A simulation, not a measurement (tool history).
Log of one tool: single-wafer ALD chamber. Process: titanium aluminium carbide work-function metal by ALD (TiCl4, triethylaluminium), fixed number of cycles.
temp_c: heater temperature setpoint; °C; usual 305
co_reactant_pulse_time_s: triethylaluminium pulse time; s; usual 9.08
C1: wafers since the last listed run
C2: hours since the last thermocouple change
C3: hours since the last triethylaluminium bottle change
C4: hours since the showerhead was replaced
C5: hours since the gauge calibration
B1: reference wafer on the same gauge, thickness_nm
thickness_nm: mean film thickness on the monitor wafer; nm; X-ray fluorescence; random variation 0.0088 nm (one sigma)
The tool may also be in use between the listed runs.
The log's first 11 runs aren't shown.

run 12 hour=539.9 | temp_c=291 co_reactant_pulse_time_s=10.99 | C1=1222 C2=843.2 C3=303.2 C4=397.1 C5=1654.2 | B1=2.4 | thickness_nm=2.054
run 13 hour=610.3 | temp_c=319 co_reactant_pulse_time_s=9.08 | C1=1290 C2=913.6 C3=373.6 C4=467.5 C5=1724.6 | B1=2.4 | thickness_nm=2.26
run 14 hour=647.9 | temp_c=316 co_reactant_pulse_time_s=6.08 | C1=689 C2=951.2 C3=411.2 C4=505.1 C5=1762.2 | B1=2.397 | thickness_nm=2.118
run 15 hour=678.3 | temp_c=292 co_reactant_pulse_time_s=12.65 | C1=557 C2=981.6 C3=441.6 C4=535.5 C5=1792.6 | B1=2.4 | thickness_nm=2.099
run 16 hour=728.5 | temp_c=313 co_reactant_pulse_time_s=11.11 | C1=920 C2=1031.8 C3=491.8 C4=585.7 C5=1842.8 | B1=2.4 | thickness_nm=2.243
run 17 hour=774.6 | temp_c=317 co_reactant_pulse_time_s=9.08 | C1=845 C2=1077.9 C3=537.9 C4=631.8 C5=1888.9 | B1=2.404 | thickness_nm=2.255
run 18 hour=817.2 | temp_c=309 co_reactant_pulse_time_s=6.28 | C1=780 C2=1120.5 C3=580.5 C4=674.4 C5=1931.5 | B1=2.398 | thickness_nm=2.074
-- hour=863.2 gauge calibrated
run 19 hour=882 | temp_c=305 co_reactant_pulse_time_s=9.08 | C1=1187 C2=1185.3 C3=645.3 C4=739.2 C5=18.8 | B1=2.399 | thickness_nm=2.152
run 20 hour=922.5 | temp_c=296 co_reactant_pulse_time_s=11.1 | C1=742 C2=1225.8 C3=685.8 C4=779.7 C5=59.3 | B1=2.402 | thickness_nm=2.107
run 21 hour=983.5 | temp_c=290 co_reactant_pulse_time_s=9.08 | C1=1118 C2=1286.8 C3=746.8 C4=840.7 C5=120.3 | B1=2.4 | thickness_nm=2.012
run 22 hour=1027.9 | temp_c=305 co_reactant_pulse_time_s=9.08 | C1=813 C2=1331.2 C3=791.2 C4=885.1 C5=164.7 | B1=2.405 | thickness_nm=2.14
run 23 hour=1087.6 | temp_c=301 co_reactant_pulse_time_s=7.69 | C1=1094 C2=1390.9 C3=850.9 C4=944.8 C5=224.4 | B1=2.404 | thickness_nm=2.072
-- hour=1116.7 thermocouple changed; heater temperature recalibrated
run 24 hour=1136.6 | temp_c=305 co_reactant_pulse_time_s=10.93 | C1=751 C2=19.9 C3=899.9 C4=993.8 C5=273.4 | B1=2.399 | thickness_nm=2.139
run 25 hour=1203.6 | temp_c=314 co_reactant_pulse_time_s=7.22 | C1=1228 C2=86.9 C3=966.9 C4=1060.8 C5=340.4 | B1=2.396 | thickness_nm=2.103
-- hour=1218.4 triethylaluminium bottle replaced
run 26 hour=1275 | temp_c=305 co_reactant_pulse_time_s=9.08 | C1=1162 C2=158.3 C3=56.6 C4=1132.2 C5=411.8 | B1=2.4 | thickness_nm=2.116
run 27 hour=1345.2 | temp_c=305 co_reactant_pulse_time_s=9.08 | C1=1286 C2=228.5 C3=126.8 C4=1202.4 C5=482 | B1=2.404 | thickness_nm=2.107
run 28 hour=1400.4 | temp_c=290 co_reactant_pulse_time_s=9.08 | C1=1011 C2=283.7 C3=182 C4=1257.6 C5=537.2 | B1=2.399 | thickness_nm=1.982
run 29 hour=1450.4 | temp_c=312 co_reactant_pulse_time_s=9.08 | C1=916 C2=333.7 C3=232 C4=1307.6 C5=587.2 | B1=2.405 | thickness_nm=2.168
run 30 hour=1516.2 | temp_c=305 co_reactant_pulse_time_s=5.67 | C1=1206 C2=399.5 C3=297.8 C4=1373.4 C5=653 | B1=2.4 | thickness_nm=1.972
run 31 hour=1580.3 | temp_c=305 co_reactant_pulse_time_s=6.3 | C1=1174 C2=463.6 C3=361.9 C4=1437.5 C5=717.1 | B1=2.401 | thickness_nm=2.011
run 32 hour=1667.9 | temp_c=318 co_reactant_pulse_time_s=7.17 | C1=1605 C2=551.2 C3=449.5 C4=1525.1 C5=804.7 | B1=2.401 | thickness_nm=2.191
run 33 hour=1711.2 | temp_c=316 co_reactant_pulse_time_s=6.08 | C1=793 C2=594.5 C3=492.8 C4=1568.4 C5=848 | B1=2.398 | thickness_nm=2.102
run 34 hour=1739.3 | temp_c=292 co_reactant_pulse_time_s=11.93 | C1=515 C2=622.6 C3=520.9 C4=1596.5 C5=876.1 | B1=2.397 | thickness_nm=2.059

Forecast each of these 3 alternatives for the next run:
run A hour=1739.7 | temp_c=305 co_reactant_pulse_time_s=9.08 | C1=7 C2=623 C3=521.3 C4=1596.9 C5=876.5 | B1=? | thickness_nm=?
run B hour=1739.7 | temp_c=314 co_reactant_pulse_time_s=7.61 | C1=7 C2=623 C3=521.3 C4=1596.9 C5=876.5 | B1=? | thickness_nm=?
run C hour=1739.7 | temp_c=295 co_reactant_pulse_time_s=5.84 | C1=7 C2=623 C3=521.3 C4=1596.9 C5=876.5 | B1=? | thickness_nm=?

run=A B1=2.4 thickness_nm=2.127
run=B B1=2.4 thickness_nm=2.158
run=C B1=2.4 thickness_nm=1.919
Without the tool's hidden state the same runs would have given:
run=A thickness_nm=2.096
run=B thickness_nm=2.127
run=C thickness_nm=1.891

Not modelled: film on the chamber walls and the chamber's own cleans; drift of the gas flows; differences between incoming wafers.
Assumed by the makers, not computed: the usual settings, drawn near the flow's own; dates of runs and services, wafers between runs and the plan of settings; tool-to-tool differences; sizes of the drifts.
